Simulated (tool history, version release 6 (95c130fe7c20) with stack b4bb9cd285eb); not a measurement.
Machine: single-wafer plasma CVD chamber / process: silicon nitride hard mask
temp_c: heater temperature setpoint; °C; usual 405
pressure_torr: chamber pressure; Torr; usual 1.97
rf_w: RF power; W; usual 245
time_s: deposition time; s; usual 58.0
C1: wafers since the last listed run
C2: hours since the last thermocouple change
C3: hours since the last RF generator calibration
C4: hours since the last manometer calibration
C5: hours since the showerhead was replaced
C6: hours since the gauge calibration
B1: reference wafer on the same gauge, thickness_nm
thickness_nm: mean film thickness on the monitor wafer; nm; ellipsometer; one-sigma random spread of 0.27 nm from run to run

run 1 hour=0.0 | temp_c=405 pressure_torr=2.27 rf_w=245 time_s=58.0 | C1=0 C2=715.0 C3=1802.3 C4=804.2 C5=3955.9 C6=61.6 | B1=63.672 | thickness_nm=62.387
run 2 hour=14.2 | temp_c=397 pressure_torr=2.14 rf_w=245 time_s=58.0 | C1=254 C2=729.2 C3=1816.5 C4=818.4 C5=3970.1 C6=75.8 | B1=63.628 | thickness_nm=61.224
run 3 hour=25.2 | temp_c=397 pressure_torr=2.14 rf_w=245 time_s=58.0 | C1=197 C2=740.2 C3=1827.5 C4=829.4 C5=3981.1 C6=86.8 | B1=63.709 | thickness_nm=61.786
run 4 hour=35.0 | temp_c=397 pressure_torr=2.14 rf_w=245 time_s=58.0 | C1=175 C2=750.0 C3=1837.3 C4=839.2 C5=3990.9 C6=96.6 | B1=63.765 | thickness_nm=61.155
run 5 hour=47.8 | temp_c=405 pressure_torr=1.60 rf_w=245 time_s=58.0 | C1=229 C2=762.8 C3=1850.1 C4=852.0 C5=4003.7 C6=109.4 | B1=63.723 | thickness_nm=54.992
run 6 hour=54.5 | temp_c=405 pressure_torr=1.60 rf_w=245 time_s=58.0 | C1=120 C2=769.5 C3=1856.8 C4=858.7 C5=4010.4 C6=116.1 | B1=63.748 | thickness_nm=55.273
run 7 hour=61.7 | temp_c=405 pressure_torr=1.97 rf_w=245 time_s=58.0 | C1=129 C2=776.7 C3=1864.0 C4=865.9 C5=4017.6 C6=123.3 | B1=63.638 | thickness_nm=59.688
run 8 hour=95.1 | temp_c=405 pressure_torr=1.97 rf_w=275 time_s=58.0 | C1=598 C2=810.1 C3=1897.4 C4=899.3 C5=4051.0 C6=156.7 | B1=63.654 | thickness_nm=64.602
run 9 hour=103.4 | temp_c=405 pressure_torr=1.97 rf_w=275 time_s=58.0 | C1=148 C2=818.4 C3=1905.7 C4=907.6 C5=4059.3 C6=165.0 | B1=63.646 | thickness_nm=64.929
run 10 hour=114.2 | temp_c=405 pressure_torr=1.97 rf_w=245 time_s=58.0 | C1=193 C2=829.2 C3=1916.5 C4=918.4 C5=4070.1 C6=175.8 | B1=63.612 | thickness_nm=59.717
run 11 hour=129.6 | temp_c=405 pressure_torr=1.97 rf_w=245 time_s=58.0 | C1=275 C2=844.6 C3=1931.9 C4=933.8 C5=4085.5 C6=191.2 | B1=63.853 | thickness_nm=59.777
run 12 hour=135.7 | temp_c=405 pressure_torr=1.97 rf_w=245 time_s=58.0 | C1=109 C2=850.7 C3=1938.0 C4=939.9 C5=4091.6 C6=197.3 | B1=63.680 | thickness_nm=59.401
-- hour=148.9 RF generator calibrated
run 13 hour=149.4 | temp_c=405 pressure_torr=1.97 rf_w=245 time_s=58.0 | C1=102 C2=864.4 C3=0.5 C4=953.6 C5=4105.3 C6=211.0 | B1=63.572 | thickness_nm=59.646
run 14 hour=160.7 | temp_c=405 pressure_torr=1.54 rf_w=245 time_s=58.0 | C1=202 C2=875.7 C3=11.8 C4=964.9 C5=4116.6 C6=222.3 | B1=63.659 | thickness_nm=55.182
run 15 hour=167.7 | temp_c=405 pressure_torr=1.97 rf_w=245 time_s=58.0 | C1=125 C2=882.7 C3=18.8 C4=971.9 C5=4123.6 C6=229.3 | B1=63.797 | thickness_nm=59.720
-- hour=175.8 capacitance manometer re-zeroed and calibrated
run 16 hour=177.5 | temp_c=419 pressure_torr=1.97 rf_w=245 time_s=58.0 | C1=32 C2=892.5 C3=28.6 C4=1.7 C5=4133.4 C6=239.1 | B1=63.831 | thickness_nm=59.082
-- hour=189.2 gauge calibrated
run 17 hour=193.2 | temp_c=405 pressure_torr=1.97 rf_w=210 time_s=58.0 | C1=281 C2=908.2 C3=44.3 C4=17.4 C5=4149.1 C6=4.0 | B1=63.729 | thickness_nm=53.734
-- hour=203.5 thermocouple changed; heater temperature recalibrated
run 18 hour=204.0 | temp_c=405 pressure_torr=1.97 rf_w=245 time_s=51.2 | C1=50 C2=0.5 C3=55.1 C4=28.2 C5=4159.9 C6=14.8 | B1=63.726 | thickness_nm=52.883
-- hour=212.6 showerhead replaced
run 19 hour=213.5 | temp_c=405 pressure_torr=1.97 rf_w=245 time_s=64.0 | C1=26 C2=10.0 C3=64.6 C4=37.7 C5=0.9 C6=24.3 | B1=63.598 | thickness_nm=65.293
run 20 hour=224.0 | temp_c=391 pressure_torr=2.45 rf_w=245 time_s=65.4 | C1=188 C2=20.5 C3=75.1 C4=48.2 C5=11.4 C6=34.8 | B1=63.882 | thickness_nm=72.095
run 21 hour=232.8 | temp_c=405 pressure_torr=1.97 rf_w=245 time_s=58.0 | C1=157 C2=29.3 C3=83.9 C4=57.0 C5=20.2 C6=43.6 | B1=63.728 | thickness_nm=59.644
run 22 hour=247.3 | temp_c=405 pressure_torr=1.97 rf_w=245 time_s=58.0 | C1=259 C2=43.8 C3=98.4 C4=71.5 C5=34.7 C6=58.1 | B1=63.669 | thickness_nm=59.814
run 23 hour=261.1 | temp_c=405 pressure_torr=1.97 rf_w=245 time_s=48.5 | C1=247 C2=57.6 C3=112.2 C4=85.3 C5=48.5 C6=71.9 | B1=63.703 | thickness_nm=49.918
run 24 hour=267.9 | temp_c=390 pressure_torr=1.97 rf_w=220 time_s=58.0 | C1=121 C2=64.4 C3=119.0 C4=92.1 C5=55.3 C6=78.7 | B1=63.672 | thickness_nm=55.333

Give the tool's hidden conditions for every run:
wafer temperature above the value expected at the setpoint (K): 0 on each run
delivered RF power above the setpoint (%): 0 on each run
true pressure above the setpoint (%): 0 on each run
gauge reads high (%): 0 on each run
